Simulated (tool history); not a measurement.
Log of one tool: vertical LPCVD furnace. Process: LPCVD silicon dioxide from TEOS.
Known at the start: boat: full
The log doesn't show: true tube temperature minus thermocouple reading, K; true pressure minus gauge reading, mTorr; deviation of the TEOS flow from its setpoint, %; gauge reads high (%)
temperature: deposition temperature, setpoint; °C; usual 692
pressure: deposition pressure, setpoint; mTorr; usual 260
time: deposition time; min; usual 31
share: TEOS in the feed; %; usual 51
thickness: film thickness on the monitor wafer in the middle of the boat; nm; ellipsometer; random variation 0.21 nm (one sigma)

| run | hour | temperature | pressure | time | share | wafers since the last listed run | hours since the last temperature calibration | hours since the pressure gauge was zeroed | hours since the TEOS flow controller was replaced | hours since the gauge calibration | read-back reference wafer on the same gauge, thickness | thickness |
|---|---|---|---|---|---|---|---|---|---|---|---|---|
| 1 | 0 | 692 | 300 | 40.5 | 51 | 0 | 3252.8 | 2863.3 | 3167.4 | 283.9 | 165.98 | 212.41 |
| 2 | 18.5 | 692 | 300 | 40.5 | 51 | 397 | 3271.3 | 2881.8 | 3185.9 | 302.4 | 165.96 | 212 |
| 3 | 53.5 | 692 | 290 | 31 | 51 | 752 | 3306.3 | 2916.8 | 3220.9 | 337.4 | 165.98 | 160.09 |
| 4 | 69.7 | 692 | 290 | 31 | 51 | 348 | 3322.5 | 2933 | 3237.1 | 353.6 | 166.05 | 159.85 |
| 5 | 88.2 | 692 | 290 | 31 | 51 | 397 | 3341 | 2951.5 | 3255.6 | 372.1 | 166 | 159.95 |
| 6 | 156.1 | 692 | 260 | 31 | 51 | 1459 | 3408.9 | 3019.4 | 3323.5 | 440 | 166.07 | 150.83 |
| 7 | 188.4 | 692 | 220 | 31 | 51 | 694 | 3441.2 | 3051.7 | 3355.8 | 472.3 | 166.05 | 138.41 |
| 8 | 219.2 | 692 | 220 | 31 | 51 | 661 | 3472 | 3082.5 | 3386.6 | 503.1 | 165.99 | 138.52 |
| 9 | 247.2 | 692 | 260 | 31 | 58 | 601 | 3500 | 3110.5 | 3414.6 | 531.1 | 166.01 | 161.36 |
| 10 | 267.9 | 692 | 260 | 31 | 58 | 444 | 3520.7 | 3131.2 | 3435.3 | 551.8 | 165.98 | 161.92 |
| 11 | 285.5 | 692 | 260 | 31 | 58 | 378 | 3538.3 | 3148.8 | 3452.9 | 569.4 | 166.01 | 161.75 |
| 12 | 314.4 | 692 | 260 | 31 | 51 | 621 | 3567.2 | 3177.7 | 3481.8 | 598.3 | 166.02 | 151.96 |
| 13 | 340.4 | 692 | 260 | 31 | 54 | 558 | 3593.2 | 3203.7 | 3507.8 | 624.3 | 165.97 | 156.05 |
| 14 | 358.4 | 692 | 260 | 31 | 54 | 386 | 3611.2 | 3221.7 | 3525.8 | 642.3 | 166.05 | 155.84 |
|  | 391.7 | TEOS flow controller replaced |
|  | 410.5 | pressure gauge zeroed |
| 15 | 411 | 692 | 260 | 31 | 54 | 210 | 3663.8 | 0.5 | 19.3 | 694.9 | 166.02 | 160.1 |
| 16 | 414.5 | 698 | 285 | 42 | 60 | 75 | 3667.3 | 4 | 22.8 | 698.4 | 165.96 | 275.64 |
| 17 | 418 | 692 | 260 | 31 | 51 | 75 | 3670.8 | 7.5 | 26.3 | 701.9 | 166.01 | 156.22 |
| 18 | 440.9 | 692 | 260 | 31 | 51 | 492 | 3693.7 | 30.4 | 49.2 | 724.8 | 165.99 | 155.56 |
| 19 | 464.3 | 682 | 260 | 31 | 51 | 502 | 3717.1 | 53.8 | 72.6 | 748.2 | 165.97 | 122.83 |
|  | 480.4 | gauge calibrated |
| 20 | 484.1 | 692 | 210 | 31 | 51 | 425 | 3736.9 | 73.6 | 92.4 | 3.7 | 166.05 | 139.84 |
| 21 | 503.8 | 692 | 220 | 31 | 51 | 423 | 3756.6 | 93.3 | 112.1 | 23.4 | 165.96 | 143.07 |
| 22 | 530.8 | 692 | 260 | 31 | 51 | 580 | 3783.6 | 120.3 | 139.1 | 50.4 | 166.01 | 155.18 |
|  | 616.3 | thermocouples replaced and temperature profile calibrated |
| 23 | 616.8 | 692 | 260 | 31 | 51 | 1332 | 0.5 | 206.3 | 225.1 | 136.4 | 165.99 | 142.14 |
| 24 | 620.3 | 692 | 260 | 31 | 48 | 75 | 4 | 209.8 | 228.6 | 139.9 | 166.02 | 137.95 |
| 25 | 644.3 | 692 | 260 | 40 | 51 | 515 | 28 | 233.8 | 252.6 | 163.9 | 165.97 | 183.59 |
| 26 | 679.8 | 692 | 260 | 31 | 51 | 762 | 63.5 | 269.3 | 288.1 | 199.4 | 166.01 | 142.25 |
| 27 | 707.4 | 692 | 260 | 23.5 | 58 | 593 | 91.1 | 296.9 | 315.7 | 227 | 166.04 | 114.65 |
| 28 | 720.9 | 703 | 310 | 31 | 51 | 290 | 104.6 | 310.4 | 329.2 | 240.5 | 166.05 | 201.41 |
| 29 | 748.5 | 692 | 260 | 31 | 51 | 593 | 132.2 | 338 | 356.8 | 268.1 | 165.95 | 142.09 |
| 30 | 762.1 | 692 | 205 | 20.5 | 51 | 292 | 145.8 | 351.6 | 370.4 | 281.7 | 165.99 | 83.28 |
| 31 | 790.9 | 692 | 260 | 27 | 47 | 618 | 174.6 | 380.4 | 399.2 | 310.5 | 166 | 118.74 |

4 ways to go on from here, each from the tool as it stands after run 31. What would each give?
| A | 794.5 | 698 | 260 | 31 | 51 | 77 | 178.2 | 384 | 402.8 | 314.1 | ? | ? |
| B | 794.5 | 692 | 235 | 36 | 42 | 77 | 178.2 | 384 | 402.8 | 314.1 | ? | ? |
| C | 794.5 | 692 | 240 | 24.5 | 57 | 77 | 178.2 | 384 | 402.8 | 314.1 | ? | ? |
| D | 794.5 | 692 | 260 | 39.5 | 51 | 77 | 178.2 | 384 | 402.8 | 314.1 | ? | ? |

| run | read-back reference wafer on the same gauge, thickness | thickness |
|---|---|---|
| A | 165.99 | 163.83 |
| B | 165.99 | 142.39 |
| C | 165.99 | 114.11 |
| D | 165.99 | 181.3 |
Without the tool's hidden state the same runs would have given:
| run | thickness |
|---|---|
| A | 164.85 |
| B | 143.44 |
| C | 114.93 |
| D | 182.42 |

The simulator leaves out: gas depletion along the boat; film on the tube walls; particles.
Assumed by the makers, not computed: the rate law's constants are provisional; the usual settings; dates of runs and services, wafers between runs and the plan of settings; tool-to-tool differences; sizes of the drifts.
